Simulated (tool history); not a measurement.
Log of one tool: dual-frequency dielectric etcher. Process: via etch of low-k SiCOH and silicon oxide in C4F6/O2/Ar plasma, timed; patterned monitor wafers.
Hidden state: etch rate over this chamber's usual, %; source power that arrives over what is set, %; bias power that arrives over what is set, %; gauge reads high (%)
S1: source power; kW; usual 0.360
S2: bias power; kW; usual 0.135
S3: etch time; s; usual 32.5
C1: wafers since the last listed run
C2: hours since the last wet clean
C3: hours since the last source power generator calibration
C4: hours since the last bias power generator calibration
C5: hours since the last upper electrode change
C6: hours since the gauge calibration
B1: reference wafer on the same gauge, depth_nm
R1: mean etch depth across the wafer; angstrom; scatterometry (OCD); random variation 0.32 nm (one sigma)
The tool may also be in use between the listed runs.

run   hour     S1     S2    S3   C1     C2      C3      C4      C5     C6    B1   R1
  1    0.0  0.310  0.135  32.5    0  299.7  2844.7  3292.2  2440.0  224.6  73.0  659
  2   12.4  0.310  0.135  32.5  130  312.1  2857.1  3304.6  2452.4  237.0  73.0  660
  3   34.5  0.360  0.135  32.5  232  334.2  2879.2  3326.7  2474.5  259.1  73.0  696
  4   64.4  0.360  0.135  32.5  314  364.1  2909.1  3356.6  2504.4  289.0  73.0  695
  5   86.5  0.360  0.135  32.5  232  386.2  2931.2  3378.7  2526.5  311.1  73.0  686
  6  116.3  0.360  0.135  32.5  313  416.0  2961.0  3408.5  2556.3  340.9  73.1  692
  7  148.8  0.360  0.135  32.5  341  448.5  2993.5  3441.0  2588.8  373.4  73.0  688
     211.3  -- upper electrode replaced
  8  217.4  0.360  0.135  32.5  469  517.1  3062.1  3509.6     6.1  442.0  73.0  684
  9  246.5  0.360  0.135  32.5  306  546.2  3091.2  3538.7    35.2  471.1  73.0  682
 10  271.2  0.360  0.135  32.5  259  570.9  3115.9  3563.4    59.9  495.8  73.1  679
     297.1  -- gauge calibrated
     300.8  -- wet clean of the chamber
 11  301.3  0.360  0.135  32.5   64    0.5  3146.0  3593.5    90.0    4.2  73.1  707
 12  319.1  0.360  0.163  29.0  187   18.3  3163.8  3611.3   107.8   22.0  73.0  655
 13  345.2  0.290  0.112  40.0  274   44.4  3189.9  3637.4   133.9   48.1  73.0  778
     372.8  -- bias power generator calibrated
 14  373.6  0.400  0.115  32.5  256   72.8  3218.3     0.8   162.3   76.5  73.1  716
     400.6  -- source power generator calibrated
 15  401.9  0.400  0.135  32.5  255  101.1     1.3    29.1   190.6  104.8  73.1  734
 16  431.2  0.440  0.119  37.0  308  130.4    30.6    58.4   219.9  134.1  73.0  847
 17  458.8  0.360  0.135  32.5  290  158.0    58.2    86.0   247.5  161.7  73.0  699
 18  489.6  0.450  0.135  36.5  324  188.8    89.0   116.8   278.3  192.5  73.1  848
 19  561.2  0.360  0.135  32.5  753  260.4   160.6   188.4   349.9  264.1  73.0  691
 20  576.6  0.360  0.135  32.5  162  275.8   176.0   203.8   365.3  279.5  73.0  693
 21  589.9  0.360  0.135  32.5  139  289.1   189.3   217.1   378.6  292.8  73.0  689
 22  625.8  0.360  0.135  32.5  377  325.0   225.2   253.0   414.5  328.7  73.1  685
 23  646.8  0.440  0.116  36.0  220  346.0   246.2   274.0   435.5  349.7  73.1  803
 24  659.2  0.440  0.111  41.0  130  358.4   258.6   286.4   447.9  362.1  72.9  898
 25  677.6  0.330  0.151  29.0  193  376.8   277.0   304.8   466.3  380.5  72.9  606
 26  694.1  0.420  0.149  38.5  173  393.3   293.5   321.3   482.8  397.0  73.0  865
 27  717.7  0.300  0.117  36.0  248  416.9   317.1   344.9   506.4  420.6  73.1  690
 28  740.3  0.280  0.107  42.0  237  439.5   339.7   367.5   529.0  443.2  73.0  780
     756.2  -- gauge calibrated
 29  761.5  0.360  0.135  32.5  223  460.7   360.9   388.7   550.2    5.3  73.0  680
 30  776.8  0.360  0.135  42.0  160  476.0   376.2   404.0   565.5   20.6  73.0  871

Forecast each of these 4 alternatives for the next run:
  A  777.2  0.360  0.135  32.5   4  476.4  376.6  404.4  565.9  21.0   ?   ?
  B  777.2  0.360  0.105  32.5   4  476.4  376.6  404.4  565.9  21.0   ?   ?
  C  777.2  0.280  0.117  42.0   4  476.4  376.6  404.4  565.9  21.0   ?   ?
  D  777.2  0.440  0.135  28.0   4  476.4  376.6  404.4  565.9  21.0   ?   ?

run    B1   R1
  A  73.0  670
  B  73.0  645
  C  73.0  773
  D  73.0  621
Without the tool's hidden state the same runs would have given:
run   R1
  A  704
  B  678
  C  813
  D  653

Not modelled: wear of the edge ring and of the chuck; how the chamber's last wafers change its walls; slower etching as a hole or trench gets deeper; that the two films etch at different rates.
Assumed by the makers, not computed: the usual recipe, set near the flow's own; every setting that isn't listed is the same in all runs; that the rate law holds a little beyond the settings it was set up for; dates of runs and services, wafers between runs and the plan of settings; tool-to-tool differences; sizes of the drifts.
